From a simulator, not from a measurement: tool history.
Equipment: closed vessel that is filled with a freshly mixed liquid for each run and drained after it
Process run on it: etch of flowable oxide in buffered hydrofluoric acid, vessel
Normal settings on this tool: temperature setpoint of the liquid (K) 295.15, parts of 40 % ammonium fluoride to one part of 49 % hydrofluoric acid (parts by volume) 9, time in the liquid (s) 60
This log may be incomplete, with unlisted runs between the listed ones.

run,hour,temperature setpoint of the liquid (K),parts of 40 % ammonium fluoride to one part of 49 % hydrofluoric acid (parts by volume),time in the liquid (s),wafers since the last listed run,hours since the thermometer was replaced,hours since the hydrofluoric acid flow meter was replaced,hours since the gauge calibration,"read-back film thickness of the flowable oxide reference wafer, read on the same gauge (nm)",thickness taken off the flowable oxide on a monitor wafer (angstrom)
1,0,295.15,9,60,0,53.3,881.6,262.2,129.99,1974
2,96.1,295.15,9,60,10274,149.4,977.7,358.3,130,1920.1
3,174.1,295.15,6.5,60,8339,227.4,1055.7,436.3,130.01,2734.9
4,254.4,295.15,6.5,60,8585,307.7,1136,516.6,130.04,2758.5
5,357.4,295.15,6.5,60,11012,410.7,1239,619.6,130.02,2702.6
6,455.7,296.15,9,60,10509,509,1337.3,717.9,130.02,2057.6
7,529.5,296.15,9,60,7890,582.8,1411.1,791.7,130.01,2079.8
# hour 600.9: thermometer replaced
8,629.1,296.15,9,60,10541,28.2,1510.7,891.3,129.98,2061.5
# hour 633.6: gauge calibrated
9,711.5,295.15,9,60,8809,110.6,1593.1,77.9,130.03,1942.4
10,774.7,295.15,9,85,6757,173.8,1656.3,141.1,130.02,2766.5
11,879.3,295.15,9,85,11183,278.4,1760.9,245.7,130,2778
12,976,295.15,9,60,10338,375.1,1857.6,342.4,130,1928.3
13,1050.6,296.65,12,85,7975,449.7,1932.2,417,129.99,2358.7
14,1136.2,295.15,6.5,60,9152,535.3,2017.8,502.6,130.01,2705.4
15,1210.8,295.15,9,40,7975,609.9,2092.4,577.2,130,1313.6
# hour 1252.7: thermometer replaced
16,1272,293.65,6,60,6436,19.3,2153.6,638.4,130,2725.5
# hour 1277.4: hydrofluoric acid flow meter replaced
17,1377.2,292.65,11,85,11140,124.5,99.8,743.6,130.02,2055.1
18,1440.3,293.15,10,80,6746,187.6,162.9,806.7,129.99,2192.4
19,1485.4,295.15,6,60,4821,232.7,208,851.8,130.01,2911.5
# hour 1510.3: gauge calibrated
20,1576.5,295.15,9,60,9740,323.8,299.1,66.2,129.99,1956.8
21,1617.8,299.15,12,50,4415,365.1,340.4,107.5,129.99,1600.9
22,1718.4,299.15,11,35,10755,465.7,441,208.1,130.02,1231.3
23,1796.2,295.15,9,60,8318,543.5,518.8,285.9,130,1962.1

4 ways to go on from here, each from the tool as it stands after run 23. What would each give?
A,1796.9,295.15,9,90,74,544.2,519.5,286.6,?,?
B,1796.9,299.15,9,75,74,544.2,519.5,286.6,?,?
C,1796.9,291.15,12.5,50,74,544.2,519.5,286.6,?,?
D,1796.9,295.15,10.5,60,74,544.2,519.5,286.6,?,?

run,"read-back film thickness of the flowable oxide reference wafer, read on the same gauge (nm)",thickness taken off the flowable oxide on a monitor wafer (angstrom)
A,129.99,2952.1
B,129.99,3059.4
C,129.99,986.7
D,129.99,1756.4
What these runs would have given with no unlogged condition in the tool:
run,thickness taken off the flowable oxide on a monitor wafer (angstrom)
A,2952.1
B,3059.4
C,986.7
D,1756.4

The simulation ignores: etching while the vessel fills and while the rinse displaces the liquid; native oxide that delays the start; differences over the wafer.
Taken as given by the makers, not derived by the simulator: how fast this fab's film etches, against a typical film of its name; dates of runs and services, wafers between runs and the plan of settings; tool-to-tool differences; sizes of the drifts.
